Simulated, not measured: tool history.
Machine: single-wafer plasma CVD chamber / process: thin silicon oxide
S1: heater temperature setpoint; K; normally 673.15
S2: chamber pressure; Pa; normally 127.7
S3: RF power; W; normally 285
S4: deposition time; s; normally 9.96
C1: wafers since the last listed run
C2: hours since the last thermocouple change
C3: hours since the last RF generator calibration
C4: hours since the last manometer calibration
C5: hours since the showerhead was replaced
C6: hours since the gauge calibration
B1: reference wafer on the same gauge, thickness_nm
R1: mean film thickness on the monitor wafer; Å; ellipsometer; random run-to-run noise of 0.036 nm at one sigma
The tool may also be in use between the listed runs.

run,day,S1,S2,S3,S4,C1,C2,C3,C4,C5,C6,B1,R1
1,0.000,673.15,127.7,285,9.96,0,1968.1,2550.5,1378.5,2121.5,175.0,20.090,227.78
2,1.112,673.15,127.7,285,9.96,870,1994.8,2577.2,1405.2,2148.2,201.7,20.087,227.48
3,3.167,677.15,127.7,285,9.96,1607,2044.1,2626.5,1454.5,2197.5,251.0,20.103,227.17
4,5.442,677.15,127.7,285,9.96,1780,2098.7,2681.1,1509.1,2252.1,305.6,20.095,226.26
5,7.079,666.15,127.7,260,9.96,1281,2138.0,2720.4,1548.4,2291.4,344.9,20.102,221.89
6,8.325,666.15,127.7,260,9.96,974,2167.9,2750.3,1578.3,2321.3,374.8,20.102,221.57
# day 8.550: gauge calibrated
# day 9.700: RF generator calibrated
7,10.550,683.15,127.7,255,9.96,1480,2221.3,20.4,1631.7,2374.7,48.0,20.103,221.89
# day 12.200: capacitance manometer re-zeroed and calibrated
# day 12.488: showerhead replaced
8,12.508,673.15,127.7,235,9.96,1045,2268.3,67.4,7.4,0.5,95.0,20.087,224.44
# day 14.083: thermocouple changed; heater temperature recalibrated
9,14.179,677.15,127.7,285,9.96,1046,2.3,107.5,47.5,40.6,135.1,20.094,236.02
10,15.442,683.15,127.7,255,9.96,987,32.6,137.8,77.8,70.9,165.4,20.100,227.67
11,16.929,678.15,95.9,285,9.96,1163,68.3,173.5,113.5,106.6,201.1,20.096,168.76
12,19.221,669.15,127.7,285,11.54,1793,123.3,228.5,168.5,161.6,256.1,20.110,273.33
13,21.500,661.15,127.7,285,9.96,1783,178.0,283.2,223.2,216.3,310.8,20.099,235.73
14,23.533,667.15,127.7,260,11.55,1591,226.8,332.0,272.0,265.1,359.6,20.101,264.75

Consider 3 possible next runs. They are alternatives, not a sequence: every one starts from the tool as it was left by run 14. What does each give?
A,23.550,673.15,127.7,285,9.96,13,227.2,332.4,272.4,265.5,360.0,?,?
B,23.550,673.15,110.9,305,10.59,13,227.2,332.4,272.4,265.5,360.0,?,?
C,23.550,685.15,108.7,305,9.42,13,227.2,332.4,272.4,265.5,360.0,?,?

run,B1,R1
A,20.093,234.07
B,20.093,218.51
C,20.093,188.27
Take away the tool's hidden state, keep each run's random variation, and the runs would have read:
run,R1
A,239.41
B,223.83
C,192.85
